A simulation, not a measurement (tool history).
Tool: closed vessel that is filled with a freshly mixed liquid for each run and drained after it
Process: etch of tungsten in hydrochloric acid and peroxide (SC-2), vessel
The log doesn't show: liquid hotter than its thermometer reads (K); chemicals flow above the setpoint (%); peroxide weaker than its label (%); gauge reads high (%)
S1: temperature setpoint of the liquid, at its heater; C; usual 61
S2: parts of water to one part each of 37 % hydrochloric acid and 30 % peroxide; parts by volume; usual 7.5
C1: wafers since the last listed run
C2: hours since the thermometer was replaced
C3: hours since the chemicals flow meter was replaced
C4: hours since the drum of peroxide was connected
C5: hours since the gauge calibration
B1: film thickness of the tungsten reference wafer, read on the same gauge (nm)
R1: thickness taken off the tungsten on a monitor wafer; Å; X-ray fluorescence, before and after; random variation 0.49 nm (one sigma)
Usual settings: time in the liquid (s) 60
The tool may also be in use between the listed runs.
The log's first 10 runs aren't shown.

run 11 day=27.992 | S1=61 S2=7.5 time_in_the_liquid_(s)=80 | C1=4456 C2=1169.8 C3=779.7 C4=429 C5=3268.9 | B1=27.86 | R1=720.6
run 12 day=30.196 | S1=69 S2=10.5 time_in_the_liquid_(s)=85 | C1=3555 C2=1222.7 C3=832.6 C4=481.9 C5=3321.8 | B1=27.85 | R1=946
-- day=33.558 chemicals flow meter replaced
run 13 day=34.617 | S1=57.5 S2=11 time_in_the_liquid_(s)=90 | C1=7064 C2=1328.8 C3=25.4 C4=588 C5=3427.9 | B1=27.83 | R1=460
run 14 day=36.796 | S1=67.5 S2=6 time_in_the_liquid_(s)=50 | C1=3515 C2=1381.1 C3=77.7 C4=640.3 C5=3480.2 | B1=27.88 | R1=780.7
run 15 day=41.929 | S1=61 S2=9.5 time_in_the_liquid_(s)=60 | C1=8281 C2=1504.3 C3=200.9 C4=763.5 C5=3603.4 | B1=27.81 | R1=433.9
run 16 day=46.183 | S1=61 S2=10.5 time_in_the_liquid_(s)=60 | C1=6863 C2=1606.4 C3=303 C4=865.6 C5=3705.5 | B1=27.85 | R1=409
-- day=49.242 gauge calibrated
run 17 day=50.292 | S1=61 S2=7.5 time_in_the_liquid_(s)=60 | C1=6627 C2=1705 C3=401.6 C4=964.2 C5=25.2 | B1=30.13 | R1=579.8
run 18 day=52.671 | S1=61 S2=7.5 time_in_the_liquid_(s)=75 | C1=3838 C2=1762.1 C3=458.7 C4=1021.3 C5=82.3 | B1=30.06 | R1=709.3
run 19 day=55.721 | S1=68.5 S2=6 time_in_the_liquid_(s)=40 | C1=4920 C2=1835.3 C3=531.9 C4=1094.5 C5=155.5 | B1=29.95 | R1=720
run 20 day=58.25 | S1=61 S2=7.5 time_in_the_liquid_(s)=60 | C1=4080 C2=1896 C3=592.6 C4=1155.2 C5=216.2 | B1=29.82 | R1=570.8

Run 21 comes next. What will it give?
-- day=59.592 new drum of peroxide connected
-- day=60.479 thermometer replaced
run 21 day=60.925 | S1=61 S2=7.5 time_in_the_liquid_(s)=60 | C1=4181 C2=10.7 C3=656.8 C4=32 C5=280.4 | B1=? | R1=?

{"run 21": {"B1": 29.7, "R1": 565.9}}
Without the tool's hidden state the same run would have given R1 571 Å.

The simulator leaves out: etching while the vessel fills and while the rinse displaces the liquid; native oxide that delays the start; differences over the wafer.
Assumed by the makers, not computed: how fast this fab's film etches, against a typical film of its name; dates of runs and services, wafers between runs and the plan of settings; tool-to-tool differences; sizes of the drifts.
